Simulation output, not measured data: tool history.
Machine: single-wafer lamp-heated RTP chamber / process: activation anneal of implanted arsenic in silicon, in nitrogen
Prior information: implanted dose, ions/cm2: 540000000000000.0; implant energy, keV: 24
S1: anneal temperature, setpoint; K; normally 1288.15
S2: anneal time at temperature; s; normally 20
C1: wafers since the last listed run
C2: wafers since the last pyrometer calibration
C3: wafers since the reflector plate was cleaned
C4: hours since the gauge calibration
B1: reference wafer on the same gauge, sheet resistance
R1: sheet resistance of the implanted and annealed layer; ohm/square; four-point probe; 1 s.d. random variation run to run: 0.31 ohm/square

| run | hour | S1 | S2 | C1 | C2 | C3 | C4 | B1 | R1 |
|---|---|---|---|---|---|---|---|---|---|
| 1 | 0.0 | 1288.15 | 20 | 0 | 595 | 282 | 803.8 | 222.95 | 190.63 |
| 2 | 16.0 | 1305.15 | 11 | 241 | 837 | 524 | 819.8 | 223.03 | 191.11 |
| 3 | 42.4 | 1303.15 | 20 | 399 | 1236 | 923 | 846.2 | 222.96 | 188.32 |
| 4 | 58.3 | 1288.15 | 16 | 240 | 1477 | 1163 | 862.1 | 223.08 | 191.15 |
| 5 | 92.7 | 1288.15 | 16 | 520 | 1997 | 1683 | 896.5 | 223.08 | 191.19 |
| 6 | 118.3 | 1288.15 | 16 | 387 | 2384 | 2070 | 922.1 | 222.99 | 191.29 |
|  | 154.6 | pyrometer window cleaned and pyrometer calibrated |
| 7 | 155.1 | 1288.15 | 20 | 435 | 8 | 2506 | 958.9 | 222.87 | 190.71 |
| 8 | 165.8 | 1288.15 | 20 | 161 | 169 | 2668 | 969.6 | 223.10 | 190.29 |
| 9 | 185.0 | 1288.15 | 20 | 290 | 460 | 2958 | 988.8 | 222.99 | 190.12 |
| 10 | 220.9 | 1299.15 | 17 | 542 | 1003 | 3501 | 1024.7 | 223.03 | 189.15 |
| 11 | 240.4 | 1299.15 | 17 | 294 | 1297 | 3796 | 1044.2 | 222.97 | 189.26 |
|  | 266.3 | reflector plate cleaned |
| 12 | 266.8 | 1299.15 | 17 | 278 | 1576 | 6 | 1070.6 | 223.13 | 190.41 |
| 13 | 289.6 | 1288.15 | 20 | 344 | 1920 | 351 | 1093.4 | 223.12 | 190.79 |
| 14 | 309.3 | 1288.15 | 20 | 297 | 2218 | 649 | 1113.1 | 222.92 | 190.68 |
| 15 | 336.2 | 1288.15 | 20 | 406 | 2625 | 1056 | 1140.0 | 222.87 | 189.66 |
| 16 | 358.7 | 1274.15 | 20 | 340 | 2965 | 1396 | 1162.5 | 223.06 | 191.82 |
|  | 383.2 | pyrometer window cleaned and pyrometer calibrated |
| 17 | 425.1 | 1298.15 | 20 | 882 | 632 | 2279 | 1228.9 | 222.99 | 188.78 |
|  | 437.0 | gauge calibrated |
| 18 | 449.7 | 1288.15 | 20 | 371 | 1004 | 2651 | 12.7 | 223.01 | 190.18 |
| 19 | 479.3 | 1263.15 | 24 | 447 | 1452 | 3098 | 42.3 | 223.02 | 192.25 |
| 20 | 513.9 | 1273.15 | 20 | 523 | 1975 | 3621 | 76.9 | 222.91 | 191.36 |
| 21 | 536.5 | 1305.15 | 20 | 341 | 2317 | 3963 | 99.5 | 223.00 | 187.44 |
|  | 553.0 | reflector plate cleaned |
| 22 | 571.9 | 1288.15 | 20 | 414 | 2731 | 286 | 134.9 | 223.04 | 190.54 |
|  | 596.1 | pyrometer window cleaned and pyrometer calibrated |
| 23 | 607.4 | 1288.15 | 26 | 415 | 171 | 702 | 170.4 | 222.96 | 188.47 |
| 24 | 639.9 | 1288.15 | 20 | 491 | 662 | 1193 | 202.9 | 223.02 | 190.59 |
| 25 | 653.9 | 1307.15 | 32 | 211 | 874 | 1405 | 216.9 | 222.92 | 184.35 |
| 26 | 686.4 | 1288.15 | 20 | 491 | 1365 | 1896 | 249.4 | 222.95 | 190.05 |
| 27 | 708.7 | 1309.15 | 16 | 337 | 1702 | 2233 | 271.7 | 222.91 | 188.27 |
| 28 | 731.2 | 1288.15 | 20 | 340 | 2043 | 2573 | 294.2 | 223.12 | 189.63 |
| 29 | 757.0 | 1288.15 | 14 | 390 | 2433 | 2963 | 320.0 | 222.95 | 192.08 |
| 30 | 788.0 | 1312.15 | 14 | 468 | 2901 | 3432 | 351.0 | 223.03 | 188.48 |
| 31 | 801.3 | 1288.15 | 20 | 201 | 3103 | 3633 | 364.3 | 223.03 | 189.85 |
| 32 | 823.1 | 1288.15 | 10 | 329 | 3432 | 3963 | 386.1 | 223.01 | 193.76 |
|  | 833.2 | pyrometer window cleaned and pyrometer calibrated |
| 33 | 838.0 | 1288.15 | 20 | 104 | 72 | 4067 | 401.0 | 222.97 | 189.63 |
| 34 | 870.6 | 1288.15 | 20 | 492 | 565 | 4560 | 433.6 | 223.05 | 189.99 |
| 35 | 902.8 | 1264.15 | 11 | 486 | 1052 | 5047 | 465.8 | 222.95 | 195.25 |
|  | 915.0 | reflector plate cleaned |
| 36 | 926.2 | 1276.15 | 20 | 232 | 1285 | 169 | 489.2 | 223.12 | 192.63 |
| 37 | 960.6 | 1273.15 | 30 | 520 | 1805 | 690 | 523.6 | 222.93 | 190.24 |
| 38 | 984.4 | 1304.15 | 20 | 359 | 2165 | 1049 | 547.4 | 223.11 | 188.58 |

Some steps in R1, run to run, broken into two amounts with sign: the step expected even without the hidden condition (settings, incoming material, random variation), and the rest, left for the hidden condition together with whatever gauge scatter is not in both the measured and the hidden-condition-free result:
Hidden conditions of the tool in this case: true wafer temperature minus pyrometer reading, K; wafer temperature error from the tarnished reflector plate, K; gauge reads high (%).
Run 11 -> 12: reflector plate cleaned. R1 +1.15 ohm/square: hidden state +0.96, all else +0.19.
Run 21 -> 22: S1 1305.15 -> 1288.15, reflector plate cleaned. R1 +3.10 ohm/square: hidden state +0.88, all else +2.22.
Run 24 -> 25: S1 1288.15 -> 1307.15, S2 20 -> 32. R1 -6.24 ohm/square: hidden state -0.26, all else -5.98.
Run 25 -> 26: S1 1307.15 -> 1288.15, S2 32 -> 20. R1 +5.70 ohm/square: hidden state +0.09, all else +5.61.
Run 34 -> 35: S1 1288.15 -> 1264.15, S2 20 -> 11. R1 +5.26 ohm/square: hidden state +0.29, all else +4.97.
Run 35 -> 36: S1 1264.15 -> 1276.15, S2 11 -> 20, reflector plate cleaned. R1 -2.62 ohm/square: hidden state +0.72, all else -3.34.

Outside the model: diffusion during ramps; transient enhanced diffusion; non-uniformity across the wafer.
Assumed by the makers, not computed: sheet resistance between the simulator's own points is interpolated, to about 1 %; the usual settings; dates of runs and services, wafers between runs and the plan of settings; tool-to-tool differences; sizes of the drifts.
